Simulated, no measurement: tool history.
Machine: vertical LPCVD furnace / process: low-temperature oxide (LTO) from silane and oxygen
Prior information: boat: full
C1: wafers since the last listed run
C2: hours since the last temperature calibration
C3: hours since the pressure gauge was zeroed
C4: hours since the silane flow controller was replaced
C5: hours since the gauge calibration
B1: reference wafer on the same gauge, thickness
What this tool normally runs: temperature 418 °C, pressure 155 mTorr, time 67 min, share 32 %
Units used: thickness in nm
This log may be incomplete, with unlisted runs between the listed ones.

run 1 hour=0 | temperature=421 pressure=155 time=67 share=32 | C1=0 C2=1730.3 C3=2698.5 C4=1701.8 C5=218.2 | B1=327.99 | thickness=390.45
run 2 hour=34.5 | temperature=421 pressure=155 time=67 share=32 | C1=318 C2=1764.8 C3=2733 C4=1736.3 C5=252.7 | B1=328.82 | thickness=393.18
run 3 hour=50.7 | temperature=421 pressure=155 time=67 share=32 | C1=149 C2=1781 C3=2749.2 C4=1752.5 C5=268.9 | B1=327.78 | thickness=389.91
run 4 hour=75.2 | temperature=418 pressure=155 time=67 share=32 | C1=226 C2=1805.5 C3=2773.7 C4=1777 C5=293.4 | B1=328.15 | thickness=375.15
run 5 hour=107 | temperature=418 pressure=155 time=67 share=32 | C1=293 C2=1837.3 C3=2805.5 C4=1808.8 C5=325.2 | B1=328.63 | thickness=374.05
-- hour=147.9 silane flow controller replaced
run 6 hour=148.4 | temperature=418 pressure=155 time=67 share=32 | C1=160 C2=1878.7 C3=2846.9 C4=0.5 C5=366.6 | B1=328.58 | thickness=376.74
run 7 hour=156.3 | temperature=418 pressure=155 time=67 share=32 | C1=72 C2=1886.6 C3=2854.8 C4=8.4 C5=374.5 | B1=327.94 | thickness=382.24
-- hour=162.8 gauge calibrated
-- hour=203.1 pressure gauge zeroed
run 8 hour=203.6 | temperature=418 pressure=155 time=67 share=32 | C1=215 C2=1933.9 C3=0.5 C4=55.7 C5=40.8 | B1=328.62 | thickness=378.43
run 9 hour=208.4 | temperature=422 pressure=155 time=67 share=32 | C1=44 C2=1938.7 C3=5.3 C4=60.5 C5=45.6 | B1=328.25 | thickness=397.02
run 10 hour=243.2 | temperature=421 pressure=155 time=67 share=32 | C1=321 C2=1973.5 C3=40.1 C4=95.3 C5=80.4 | B1=327.98 | thickness=390.42
-- hour=274.6 thermocouples replaced and temperature profile calibrated
run 11 hour=275.1 | temperature=414 pressure=155 time=88 share=29 | C1=72 C2=0.5 C3=72 C4=127.2 C5=112.3 | B1=328.2 | thickness=409.9
run 12 hour=279.9 | temperature=418 pressure=155 time=53.5 share=32 | C1=44 C2=5.3 C3=76.8 C4=132 C5=117.1 | B1=328.37 | thickness=303.09
run 13 hour=315.7 | temperature=408 pressure=155 time=67 share=35 | C1=330 C2=41.1 C3=112.6 C4=167.8 C5=152.9 | B1=327.88 | thickness=381.69
run 14 hour=344.3 | temperature=418 pressure=155 time=67 share=32 | C1=264 C2=69.7 C3=141.2 C4=196.4 C5=181.5 | B1=327.98 | thickness=379.69
run 15 hour=364.3 | temperature=418 pressure=155 time=67 share=32 | C1=184 C2=89.7 C3=161.2 C4=216.4 C5=201.5 | B1=327.64 | thickness=376.09
run 16 hour=376.8 | temperature=418 pressure=155 time=67 share=27 | C1=115 C2=102.2 C3=173.7 C4=228.9 C5=214 | B1=327.71 | thickness=295.58
run 17 hour=394 | temperature=418 pressure=155 time=67 share=32 | C1=158 C2=119.4 C3=190.9 C4=246.1 C5=231.2 | B1=328.22 | thickness=376.71
run 18 hour=416.6 | temperature=423 pressure=120 time=46.5 share=37 | C1=208 C2=142 C3=213.5 C4=268.7 C5=253.8 | B1=328.42 | thickness=259.15
run 19 hour=434.7 | temperature=418 pressure=155 time=47.5 share=32 | C1=167 C2=160.1 C3=231.6 C4=286.8 C5=271.9 | B1=327.9 | thickness=267.42

For each entry between runs, how does the tool's hidden state at the last listed run before it compare with that at the first listed run after it?
Between runs 5 and 6: silane flow controller replaced (hour 147.9)
  no difference in the tool's unlogged condition between these two runs
Between runs 7 and 8: gauge calibrated (hour 162.8); pressure gauge zeroed (hour 203.1)
  no difference in the tool's unlogged condition between these two runs
Between runs 10 and 11: thermocouples replaced and temperature profile calibrated (hour 274.6)
  no difference in the tool's unlogged condition between these two runs

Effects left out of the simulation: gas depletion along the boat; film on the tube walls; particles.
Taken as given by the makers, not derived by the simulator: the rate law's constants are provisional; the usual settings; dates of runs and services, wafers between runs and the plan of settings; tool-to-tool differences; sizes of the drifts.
